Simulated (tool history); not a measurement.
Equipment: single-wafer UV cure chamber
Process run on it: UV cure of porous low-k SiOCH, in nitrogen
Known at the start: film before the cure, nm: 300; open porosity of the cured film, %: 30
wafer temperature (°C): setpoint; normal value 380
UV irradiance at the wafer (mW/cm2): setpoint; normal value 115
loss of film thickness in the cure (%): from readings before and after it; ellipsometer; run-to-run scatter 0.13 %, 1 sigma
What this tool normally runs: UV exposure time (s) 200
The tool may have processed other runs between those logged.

run     day  wafer temperature (°C)  UV exposure time (s)  UV irradiance at the wafer (mW/cm2)  loss of film thickness in the cure (%)
  1       0                     380                   200                                  115                                  13.307
  2   2.712                     380                   200                                  115                                  13.278
  3   4.625                     380                   200                                  115                                  13.237
  4   8.408                     380                   200                                  115                                  13.162
      8.925  -- quartz window cleaned
      9.762  -- UV bulbs replaced
  5  10.704                     380                   290                                  142                                  17.709
  6  14.962                     380                   290                                  142                                  17.304
  7  18.138                     380                   290                                  142                                  17.166
  8  22.433                     365                   160                                  115                                  12.134
  9  24.571                     380                   200                                  115                                  13.653
 10  28.092                     380                   200                                  115                                  13.641
     28.983  -- quartz window cleaned
 11  30.804                     380                   285                                  115                                  15.721
 12  33.721                     380                   280                                  134                                  15.946
 13  37.283                     370                   310                                  115                                   15.79
 14    39.7                     380                   120                                  115                                  10.721

Expected results for the next run?
 15  42.996                     380                   200                                  115                                       ?

Run 15 gave loss of film thickness in the cure (%) 13.378.
Without the tool's hidden state the same run would have given loss of film thickness in the cure (%) 14.613.
